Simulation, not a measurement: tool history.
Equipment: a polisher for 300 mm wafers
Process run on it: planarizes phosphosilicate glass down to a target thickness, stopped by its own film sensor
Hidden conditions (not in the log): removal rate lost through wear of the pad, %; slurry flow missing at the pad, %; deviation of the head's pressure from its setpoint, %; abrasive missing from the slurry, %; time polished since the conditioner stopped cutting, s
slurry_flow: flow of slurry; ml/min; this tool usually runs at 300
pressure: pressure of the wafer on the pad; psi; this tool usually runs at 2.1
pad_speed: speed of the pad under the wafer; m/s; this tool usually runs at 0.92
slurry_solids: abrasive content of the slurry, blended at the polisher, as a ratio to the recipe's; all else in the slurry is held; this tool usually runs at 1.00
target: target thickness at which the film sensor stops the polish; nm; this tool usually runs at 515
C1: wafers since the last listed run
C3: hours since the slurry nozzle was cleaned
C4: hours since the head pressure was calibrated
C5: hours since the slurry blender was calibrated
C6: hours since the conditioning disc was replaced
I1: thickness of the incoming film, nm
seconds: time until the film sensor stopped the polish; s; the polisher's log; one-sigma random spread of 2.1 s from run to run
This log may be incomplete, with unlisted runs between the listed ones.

{"run": 1, "day": 0.0, "slurry_flow": 300, "pressure": 2.1, "pad_speed": 0.92, "slurry_solids": 1.0, "target": 515, "C1": 0, "wafers polished on this pad": 1172, "C3": 125.2, "C4": 246.1, "C5": 264.0, "C6": 229.8, "I1": 1163.9, "seconds": 130.2}
{"run": 2, "day": 1.908, "slurry_flow": 300, "pressure": 2.1, "pad_speed": 0.92, "slurry_solids": 1.0, "target": 515, "C1": 241, "wafers polished on this pad": 1413, "C3": 171.0, "C4": 291.9, "C5": 309.8, "C6": 275.6, "I1": 1199.7, "seconds": 136.8}
{"run": 3, "day": 3.642, "slurry_flow": 235, "pressure": 2.1, "pad_speed": 0.92, "slurry_solids": 1.0, "target": 515, "C1": 219, "wafers polished on this pad": 1632, "C3": 212.6, "C4": 333.5, "C5": 351.4, "C6": 317.2, "I1": 1192.6, "seconds": 139.0}
{"day": 4.358, "done": "slurry blender recalibrated"}
{"day": 5.942, "done": "worn pad replaced by a new one, of another model than before"}
{"run": 4, "day": 6.138, "slurry_flow": 300, "pressure": 2.3, "pad_speed": 0.76, "slurry_solids": 0.85, "target": 660, "C1": 284, "wafers polished on this pad": 24, "C3": 272.5, "C4": 393.4, "C5": 42.7, "C6": 377.1, "I1": 1166.2, "seconds": 107.9}
{"day": 6.417, "done": "conditioning disc replaced and pad reconditioned"}
{"run": 5, "day": 7.704, "slurry_flow": 365, "pressure": 2.1, "pad_speed": 0.68, "slurry_solids": 0.75, "target": 515, "C1": 187, "wafers polished on this pad": 212, "C3": 310.1, "C4": 431.0, "C5": 80.3, "C6": 30.9, "I1": 1161.5, "seconds": 148.4}
{"run": 6, "day": 9.329, "slurry_flow": 300, "pressure": 2.1, "pad_speed": 0.92, "slurry_solids": 1.15, "target": 515, "C1": 205, "wafers polished on this pad": 417, "C3": 349.1, "C4": 470.0, "C5": 119.3, "C6": 69.9, "I1": 1163.5, "seconds": 119.6}
{"day": 11.692, "done": "slurry nozzle cleaned"}
{"run": 7, "day": 12.296, "slurry_flow": 365, "pressure": 2.1, "pad_speed": 0.92, "slurry_solids": 1.25, "target": 344, "C1": 369, "wafers polished on this pad": 787, "C3": 14.5, "C4": 541.2, "C5": 190.5, "C6": 141.1, "I1": 1192.9, "seconds": 157.5}
{"run": 8, "day": 13.517, "slurry_flow": 300, "pressure": 2.1, "pad_speed": 1.12, "slurry_solids": 1.0, "target": 515, "C1": 154, "wafers polished on this pad": 942, "C3": 43.8, "C4": 570.5, "C5": 219.8, "C6": 170.4, "I1": 1183.1, "seconds": 124.2}
{"run": 9, "day": 14.788, "slurry_flow": 300, "pressure": 2.1, "pad_speed": 0.92, "slurry_solids": 0.9, "target": 408, "C1": 160, "wafers polished on this pad": 1102, "C3": 74.3, "C4": 601.0, "C5": 250.3, "C6": 200.9, "I1": 1162.0, "seconds": 160.2}
{"run": 10, "day": 17.404, "slurry_flow": 300, "pressure": 2.1, "pad_speed": 0.92, "slurry_solids": 1.0, "target": 309, "C1": 330, "wafers polished on this pad": 1433, "C3": 137.1, "C4": 663.8, "C5": 313.1, "C6": 263.7, "I1": 1187.4, "seconds": 185.7}
{"day": 19.196, "done": "slurry blender recalibrated"}
{"run": 11, "day": 20.208, "slurry_flow": 300, "pressure": 2.3, "pad_speed": 0.76, "slurry_solids": 0.85, "target": 660, "C1": 344, "wafers polished on this pad": 1778, "C3": 204.4, "C4": 731.1, "C5": 24.3, "C6": 331.0, "I1": 1181.9, "seconds": 113.7}
{"day": 21.438, "done": "worn pad replaced by a new one"}
{"day": 21.717, "done": "conditioning disc replaced and pad reconditioned"}
{"day": 21.946, "done": "head pressure recalibrated"}
{"run": 12, "day": 22.129, "slurry_flow": 300, "pressure": 1.4, "pad_speed": 0.92, "slurry_solids": 1.0, "target": 515, "C1": 200, "wafers polished on this pad": 66, "C3": 250.5, "C4": 4.4, "C5": 70.4, "C6": 9.9, "I1": 1166.8, "seconds": 163.6}
{"run": 13, "day": 23.633, "slurry_flow": 390, "pressure": 1.9, "pad_speed": 0.92, "slurry_solids": 1.0, "target": 377, "C1": 190, "wafers polished on this pad": 256, "C3": 286.6, "C4": 40.5, "C5": 106.5, "C6": 46.0, "I1": 1183.3, "seconds": 156.9}
{"run": 14, "day": 25.246, "slurry_flow": 365, "pressure": 2.1, "pad_speed": 1.12, "slurry_solids": 0.8, "target": 710, "C1": 203, "wafers polished on this pad": 460, "C3": 325.3, "C4": 79.2, "C5": 145.2, "C6": 84.7, "I1": 1180.6, "seconds": 95.0}
{"run": 15, "day": 27.046, "slurry_flow": 275, "pressure": 2.1, "pad_speed": 0.84, "slurry_solids": 1.0, "target": 438, "C1": 227, "wafers polished on this pad": 688, "C3": 368.5, "C4": 122.4, "C5": 188.4, "C6": 127.9, "I1": 1171.5, "seconds": 149.6}
{"day": 27.771, "done": "slurry nozzle cleaned"}
{"run": 16, "day": 29.604, "slurry_flow": 300, "pressure": 2.1, "pad_speed": 0.92, "slurry_solids": 1.1, "target": 515, "C1": 318, "wafers polished on this pad": 1006, "C3": 44.0, "C4": 183.8, "C5": 249.8, "C6": 189.3, "I1": 1164.0, "seconds": 125.3}
{"run": 17, "day": 31.879, "slurry_flow": 300, "pressure": 2.1, "pad_speed": 0.64, "slurry_solids": 1.0, "target": 515, "C1": 287, "wafers polished on this pad": 1294, "C3": 98.6, "C4": 238.4, "C5": 304.4, "C6": 243.9, "I1": 1203.5, "seconds": 153.5}
{"run": 18, "day": 33.171, "slurry_flow": 300, "pressure": 2.7, "pad_speed": 1.02, "slurry_solids": 1.2, "target": 640, "C1": 163, "wafers polished on this pad": 1457, "C3": 129.6, "C4": 269.4, "C5": 335.4, "C6": 274.9, "I1": 1173.1, "seconds": 80.2}
{"run": 19, "day": 34.571, "slurry_flow": 300, "pressure": 1.5, "pad_speed": 0.92, "slurry_solids": 1.2, "target": 515, "C1": 177, "wafers polished on this pad": 1634, "C3": 163.2, "C4": 303.0, "C5": 369.0, "C6": 308.5, "I1": 1179.3, "seconds": 155.5}
{"day": 35.367, "done": "worn pad replaced by a new one"}
{"day": 35.871, "done": "slurry blender recalibrated"}
{"run": 20, "day": 36.608, "slurry_flow": 265, "pressure": 2.1, "pad_speed": 0.64, "slurry_solids": 0.8, "target": 399, "C1": 226, "wafers polished on this pad": 146, "C3": 212.1, "C4": 351.9, "C5": 17.7, "C6": 357.4, "I1": 1169.9, "seconds": 198.4}
{"day": 38.275, "done": "conditioning disc replaced and pad reconditioned"}
{"run": 21, "day": 38.688, "slurry_flow": 300, "pressure": 2.1, "pad_speed": 0.92, "slurry_solids": 1.0, "target": 515, "C1": 252, "wafers polished on this pad": 398, "C3": 262.0, "C4": 401.8, "C5": 67.6, "C6": 9.9, "I1": 1194.4, "seconds": 125.9}
{"run": 22, "day": 39.858, "slurry_flow": 300, "pressure": 2.1, "pad_speed": 0.92, "slurry_solids": 1.2, "target": 515, "C1": 148, "wafers polished on this pad": 546, "C3": 290.1, "C4": 429.9, "C5": 95.7, "C6": 38.0, "I1": 1163.2, "seconds": 109.6}
{"run": 23, "day": 42.575, "slurry_flow": 300, "pressure": 2.1, "pad_speed": 0.92, "slurry_solids": 1.0, "target": 515, "C1": 343, "wafers polished on this pad": 890, "C3": 355.3, "C4": 495.1, "C5": 160.9, "C6": 103.2, "I1": 1178.5, "seconds": 127.0}
{"run": 24, "day": 44.25, "slurry_flow": 300, "pressure": 1.9, "pad_speed": 1.22, "slurry_solids": 0.8, "target": 662, "C1": 211, "wafers polished on this pad": 1102, "C3": 395.5, "C4": 535.3, "C5": 201.1, "C6": 143.4, "I1": 1183.6, "seconds": 112.6}
{"day": 45.558, "done": "slurry nozzle cleaned"}
{"run": 25, "day": 46.796, "slurry_flow": 300, "pressure": 2.1, "pad_speed": 0.92, "slurry_solids": 1.0, "target": 515, "C1": 316, "wafers polished on this pad": 1419, "C3": 29.7, "C4": 596.4, "C5": 262.2, "C6": 204.5, "I1": 1188.4, "seconds": 132.1}

Consider 4 possible next runs. They are alternatives, not a sequence: every one starts from the tool as it was left by run 25. What does each give?
{"run": "A", "day": 46.817, "slurry_flow": 300, "pressure": 2.1, "pad_speed": 0.92, "slurry_solids": 1.0, "target": 727, "C1": 2, "wafers polished on this pad": 1421, "C3": 30.2, "C4": 596.9, "C5": 262.7, "C6": 205.0, "I1": 1178.5, "seconds": "?"}
{"run": "B", "day": 46.817, "slurry_flow": 300, "pressure": 2.1, "pad_speed": 0.92, "slurry_solids": 0.9, "target": 515, "C1": 2, "wafers polished on this pad": 1421, "C3": 30.2, "C4": 596.9, "C5": 262.7, "C6": 205.0, "I1": 1178.5, "seconds": "?"}
{"run": "C", "day": 46.817, "slurry_flow": 365, "pressure": 1.6, "pad_speed": 0.66, "slurry_solids": 1.0, "target": 656, "C1": 2, "wafers polished on this pad": 1421, "C3": 30.2, "C4": 596.9, "C5": 262.7, "C6": 205.0, "I1": 1178.5, "seconds": "?"}
{"run": "D", "day": 46.817, "slurry_flow": 385, "pressure": 2.1, "pad_speed": 0.92, "slurry_solids": 1.0, "target": 515, "C1": 2, "wafers polished on this pad": 1421, "C3": 30.2, "C4": 596.9, "C5": 262.7, "C6": 205.0, "I1": 1178.5, "seconds": "?"}

run=A seconds=91.7
run=B seconds=141.5
run=C seconds=138.7
run=D seconds=131.7
Without the tool's hidden state the same runs would have given:
run=A seconds=80.9
run=B seconds=124.8
run=C seconds=125.9
run=D seconds=116.2
